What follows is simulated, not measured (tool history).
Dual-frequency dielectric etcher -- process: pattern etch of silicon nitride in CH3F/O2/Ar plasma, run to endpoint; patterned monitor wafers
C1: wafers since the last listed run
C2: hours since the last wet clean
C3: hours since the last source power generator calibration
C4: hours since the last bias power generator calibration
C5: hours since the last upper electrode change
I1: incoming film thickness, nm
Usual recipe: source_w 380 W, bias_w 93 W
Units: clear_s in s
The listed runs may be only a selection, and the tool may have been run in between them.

run 1 hour=0.0 | source_w=420 bias_w=93 | C1=0 C2=323.7 C3=2091.9 C4=3226.9 C5=3529.4 | I1=55.2 | clear_s=70.5
run 2 hour=11.8 | source_w=420 bias_w=93 | C1=80 C2=335.5 C3=2103.7 C4=3238.7 C5=3541.2 | I1=55.2 | clear_s=70.3
run 3 hour=22.5 | source_w=420 bias_w=93 | C1=73 C2=346.2 C3=2114.4 C4=3249.4 C5=3551.9 | I1=55.7 | clear_s=71.5
run 4 hour=32.4 | source_w=380 bias_w=93 | C1=67 C2=356.1 C3=2124.3 C4=3259.3 C5=3561.8 | I1=55.2 | clear_s=73.6
-- hour=67.5 source power generator calibrated
run 5 hour=68.0 | source_w=380 bias_w=93 | C1=216 C2=391.7 C3=0.5 C4=3294.9 C5=3597.4 | I1=56.2 | clear_s=76.0
-- hour=93.5 bias power generator calibrated
-- hour=96.8 wet clean of the chamber
run 6 hour=97.3 | source_w=380 bias_w=93 | C1=150 C2=0.5 C3=29.8 C4=3.8 C5=3626.7 | I1=55.1 | clear_s=76.5
run 7 hour=97.6 | source_w=340 bias_w=93 | C1=2 C2=0.8 C3=30.1 C4=4.1 C5=3627.0 | I1=55.4 | clear_s=82.2
run 8 hour=105.9 | source_w=380 bias_w=107 | C1=56 C2=9.1 C3=38.4 C4=12.4 C5=3635.3 | I1=55.3 | clear_s=73.1
-- hour=130.3 upper electrode replaced
run 9 hour=130.8 | source_w=380 bias_w=93 | C1=6 C2=34.0 C3=63.3 C4=37.3 C5=0.5 | I1=56.0 | clear_s=77.7
run 10 hour=131.2 | source_w=290 bias_w=72 | C1=2 C2=34.4 C3=63.7 C4=37.7 C5=0.9 | I1=55.6 | clear_s=98.2
run 11 hour=136.9 | source_w=380 bias_w=111 | C1=39 C2=40.1 C3=69.4 C4=43.4 C5=6.6 | I1=56.0 | clear_s=73.3
run 12 hour=144.3 | source_w=430 bias_w=74 | C1=50 C2=47.5 C3=76.8 C4=50.8 C5=14.0 | I1=55.6 | clear_s=77.4
run 13 hour=159.5 | source_w=290 bias_w=106 | C1=104 C2=62.7 C3=92.0 C4=66.0 C5=29.2 | I1=55.6 | clear_s=87.0
run 14 hour=177.4 | source_w=340 bias_w=83 | C1=122 C2=80.6 C3=109.9 C4=83.9 C5=47.1 | I1=55.7 | clear_s=85.9
run 15 hour=186.4 | source_w=440 bias_w=75 | C1=61 C2=89.6 C3=118.9 C4=92.9 C5=56.1 | I1=55.6 | clear_s=76.1

What if the next run were any one of these 4? Each begins from the tool's condition after run 15:
run A hour=186.8 | source_w=290 bias_w=93 | C1=2 C2=90.0 C3=119.3 C4=93.3 C5=56.5 | I1=55.8 | clear_s=?
run B hour=186.8 | source_w=380 bias_w=112 | C1=2 C2=90.0 C3=119.3 C4=93.3 C5=56.5 | I1=55.8 | clear_s=?
run C hour=186.8 | source_w=330 bias_w=111 | C1=2 C2=90.0 C3=119.3 C4=93.3 C5=56.5 | I1=55.8 | clear_s=?
run D hour=186.8 | source_w=470 bias_w=93 | C1=2 C2=90.0 C3=119.3 C4=93.3 C5=56.5 | I1=55.8 | clear_s=?

run=A clear_s=90.3
run=B clear_s=72.1
run=C clear_s=78.4
run=D clear_s=68.6
Without the tool's unlogged condition, the same runs would have read:
run=A clear_s=91.4
run=B clear_s=72.9
run=C clear_s=79.3
run=D clear_s=69.4
